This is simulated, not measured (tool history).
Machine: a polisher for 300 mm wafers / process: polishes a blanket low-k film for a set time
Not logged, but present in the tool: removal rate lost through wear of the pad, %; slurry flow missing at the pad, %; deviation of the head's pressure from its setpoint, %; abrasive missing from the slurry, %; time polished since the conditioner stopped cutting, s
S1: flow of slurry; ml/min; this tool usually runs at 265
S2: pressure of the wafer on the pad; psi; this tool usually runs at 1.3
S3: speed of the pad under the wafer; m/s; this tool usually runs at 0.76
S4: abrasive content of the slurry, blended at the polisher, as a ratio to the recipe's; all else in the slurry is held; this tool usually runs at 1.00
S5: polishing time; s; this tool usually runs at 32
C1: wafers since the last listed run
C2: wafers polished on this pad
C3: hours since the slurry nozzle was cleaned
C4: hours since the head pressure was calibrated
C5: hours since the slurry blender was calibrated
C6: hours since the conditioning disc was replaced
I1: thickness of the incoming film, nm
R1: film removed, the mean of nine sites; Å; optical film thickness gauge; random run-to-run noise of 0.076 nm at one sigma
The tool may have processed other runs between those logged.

run   hour   S1   S2    S3    S4  S5   C1    C2     C3      C4     C5     C6     I1  R1
  1    0.0  265  1.3  0.76  1.00  32    0   895  390.8  1029.7   19.7  362.4  323.5  60
  2   17.9  265  1.3  0.76  1.00  32  192  1088  408.7  1047.6   37.6  380.3  319.5  59
      22.9  -- worn pad replaced by a new one
  3   26.4  265  1.3  0.76  1.00  32   48    37  417.2  1056.1   46.1  388.8  317.3  58
      37.7  -- conditioning disc replaced and pad reconditioned
  4   39.0  265  1.3  0.76  1.00  32  114   151  429.8  1068.7   58.7    1.3  316.2  59
  5   45.2  265  1.3  0.76  1.00  32   66   218  436.0  1074.9   64.9    7.5  322.3  59
  6   82.6  265  1.3  0.76  1.00  32  402   621  473.4  1112.3  102.3   44.9  324.0  59
  7   97.4  265  1.3  0.76  1.00  32  159   780  488.2  1127.1  117.1   59.7  318.9  59
     114.8  -- slurry blender recalibrated
     115.2  -- worn pad replaced by a new one
  8  115.7  190  1.3  0.60  0.75  32  171     5  506.5  1145.4    0.9   78.0  324.5  39
  9  126.9  265  1.6  0.76  1.00  24  120   126  517.7  1156.6   12.1   89.2  315.0  54
     139.2  -- slurry nozzle cleaned
 10  152.6  265  1.3  0.76  1.00  25  266   392   13.4  1182.3   37.8  114.9  322.6  46
 11  169.1  265  1.3  0.76  1.00  32  177   570   29.9  1198.8   54.3  131.4  319.8  59
 12  186.6  265  1.1  0.76  1.15  36  188   758   47.4  1216.3   71.8  148.9  318.4  65
 13  199.9  265  1.3  0.60  1.00  32  143   901   60.7  1229.6   85.1  162.2  323.6  51
     201.9  -- head pressure recalibrated
     208.2  -- worn pad replaced by a new one
 14  210.0  210  1.3  0.90  0.75  32   44    19   70.8     8.1   95.2  172.3  318.2  46
 15  216.4  265  1.3  0.76  1.00  32   68    88   77.2    14.5  101.6  178.7  319.6  59
 16  224.5  265  1.3  0.76  1.25  40   87   175   85.3    22.6  109.7  186.8  313.6  87
 17  239.9  265  1.1  0.98  1.00  32  165   341  100.7    38.0  125.1  202.2  318.4  59
 18  246.3  265  1.3  0.76  1.00  32   68   410  107.1    44.4  131.5  208.6  318.2  58
 19  253.1  265  1.3  0.76  1.00  32   73   483  113.9    51.2  138.3  215.4  318.8  58
 20  267.6  265  1.3  0.76  1.15  32  156   640  128.4    65.7  152.8  229.9  317.4  65
     282.4  -- slurry blender recalibrated
 21  282.9  265  1.3  0.76  1.00  32  143   783  143.7    81.0    0.5  245.2  326.0  62
     296.8  -- worn pad replaced by a new one
 22  297.3  265  1.3  0.76  1.00  32  112     5  158.1    95.4   14.9  259.6  324.5  61
 23  305.4  335  0.9  0.76  0.90  32   87    92  166.2   103.5   23.0  267.7  318.3  42
 24  315.6  350  1.3  0.76  1.25  35  109   202  176.4   113.7   33.2  277.9  318.4  79
 25  330.8  265  0.8  0.98  1.25  37  163   365  191.6   128.9   48.4  293.1  325.1  64
 26  341.9  265  1.3  0.76  1.00  40  119   485  202.7   140.0   59.5  304.2  321.0  74

Here are 4 independent what-if runs from the current tool condition. What would each one return?
  A  342.3  265  1.7  0.76  1.00  32   4  489  203.1  140.4  59.9  304.6  321.3   ?
  B  342.3  265  1.3  0.76  1.20  32   4  489  203.1  140.4  59.9  304.6  321.3   ?
  C  342.3  295  1.3  0.86  0.85  32   4  489  203.1  140.4  59.9  304.6  321.3   ?
  D  342.3  345  0.9  0.66  1.25  32   4  489  203.1  140.4  59.9  304.6  321.3   ?

run  R1
  A  74
  B  67
  C  55
  D  49
Without the tool's unlogged condition, the same runs would have read:
run  R1
  A  77
  B  70
  C  58
  D  51

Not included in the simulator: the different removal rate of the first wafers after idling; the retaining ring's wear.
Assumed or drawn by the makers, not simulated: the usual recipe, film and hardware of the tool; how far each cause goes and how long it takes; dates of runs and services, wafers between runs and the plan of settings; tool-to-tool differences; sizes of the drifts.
